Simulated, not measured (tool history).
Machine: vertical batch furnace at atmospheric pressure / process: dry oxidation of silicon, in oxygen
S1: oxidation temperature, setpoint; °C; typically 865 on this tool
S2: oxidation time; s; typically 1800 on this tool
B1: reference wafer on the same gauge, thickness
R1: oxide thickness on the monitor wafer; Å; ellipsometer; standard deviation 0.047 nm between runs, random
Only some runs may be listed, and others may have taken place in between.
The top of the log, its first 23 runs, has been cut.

run	hour	S1	S2	B1	R1
24	1406	855	2070	17.6	160.8
25	1456.5	854	2340	17.61	165
26	1493.4	865	1800	17.61	162.2
27	1535.4	879	2700	17.59	200.1
28	1579.7	858	1110	17.62	139.4
29	1633.3	865	1800	17.61	161.1
30	1688.8	853	1110	17.62	137.7
31	1723.2	845	1230	17.6	136.5
32	1752.7	845	1050	17.59	132.8

Consider 4 possible next runs. They are alternatives, not a sequence: every one starts from the tool as it was left by run 32. What does each give?
A	1756.3	865	1800	?	?
B	1756.3	877	1290	?	?
C	1756.3	880	2100	?	?
D	1756.3	890	2190	?	?

run	B1	R1
A	17.62	160.8
B	17.62	154.6
C	17.62	182.5
D	17.62	196.3
The same runs, with their run-to-run variation unchanged, on a tool lacking any hidden condition would have given:
run	R1
A	159.6
B	153.6
C	180.9
D	194.5
